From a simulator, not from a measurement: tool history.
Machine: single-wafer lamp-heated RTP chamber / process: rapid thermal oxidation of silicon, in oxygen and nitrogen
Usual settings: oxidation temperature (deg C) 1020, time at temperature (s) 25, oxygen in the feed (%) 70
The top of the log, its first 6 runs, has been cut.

run,day,oxidation temperature (deg C),time at temperature (s),oxygen in the feed (%),wafers since the last listed run,wafers since the last pyrometer calibration,hours since the oxygen flow controller was replaced,hours since the gauge calibration,"read-back reference wafer on the same gauge, thickness",oxide thickness on the monitor wafer (Å)
7,21.175,1020,21,70,864,6347,3461.4,690,4.874,42.05
8,23.642,1020,21,70,633,6981,3520.6,749.2,4.873,42.48
# day 24.975: pyrometer window cleaned and pyrometer calibrated
9,27.488,1020,25,70,902,645,3612.9,841.5,4.873,44.57
10,31.917,1020,25,70,1137,1783,3719.2,947.8,4.866,44.48
11,35.167,1020,25,70,834,2618,3797.2,1025.8,4.872,44.82
12,36.829,1020,25,70,427,3045,3837.1,1065.7,4.87,44.61
13,40.604,1020,20,92,969,4015,3927.7,1156.3,4.871,45.05
14,43.429,1020,20,92,725,4740,3995.5,1224.1,4.87,44.84
15,47.6,1006,25,70,1071,5812,4095.6,1324.2,4.871,41.06
16,53.396,1020,25,70,1488,7301,4234.7,1463.3,4.869,45.45
# day 56.65: pyrometer window cleaned and pyrometer calibrated
17,57.729,1020,21,88,1027,277,4338.7,1567.3,4.871,44.69
# day 58.554: gauge calibrated
18,61.988,1032,17,87,1093,1371,4440.9,82.4,4.867,44.58
19,65.262,1020,25,70,841,2212,4519.5,161,4.873,44.62
20,69.279,1002,32,53,1031,3244,4615.9,257.4,4.869,40.3
21,71.542,1050,18,81,581,3826,4670.2,311.7,4.868,50.33
22,74.846,1020,25,70,848,4674,4749.5,391,4.87,44.99
23,76.688,1043,13,83,473,5148,4793.7,435.2,4.87,42.87
24,78.833,1038,17,93,551,5699,4845.2,486.7,4.871,47.81
# day 79.812: oxygen flow controller replaced
# day 87.004: pyrometer window cleaned and pyrometer calibrated
25,91.429,1012,25,95,3064,1136,278.8,789,4.869,46.73
26,96.025,1033,30,79,1180,2317,389.1,899.3,4.874,54.67
27,97.642,1020,25,70,415,2732,427.9,938.1,4.871,44.74
28,101.029,993,33,96,870,3602,509.2,1019.4,4.866,46.22
29,103.608,1020,34,70,662,4265,571.1,1081.3,4.872,50.95
30,108.042,992,36,70,1138,5404,677.5,1187.7,4.87,43.31

Forecast each of these 3 alternatives for the next run:
A,108.058,1020,25,70,4,5408,677.9,1188.1,?,?
B,108.058,1005,25,95,4,5408,677.9,1188.1,?,?
C,108.058,998,25,70,4,5408,677.9,1188.1,?,?

run,"read-back reference wafer on the same gauge, thickness",oxide thickness on the monitor wafer (Å)
A,4.87,45.25
B,4.87,45.18
C,4.87,39.21
With the hidden condition removed and each run's random variation left untouched, the same runs would have given:
run,oxide thickness on the monitor wafer (Å)
A,44.69
B,44.61
C,38.75

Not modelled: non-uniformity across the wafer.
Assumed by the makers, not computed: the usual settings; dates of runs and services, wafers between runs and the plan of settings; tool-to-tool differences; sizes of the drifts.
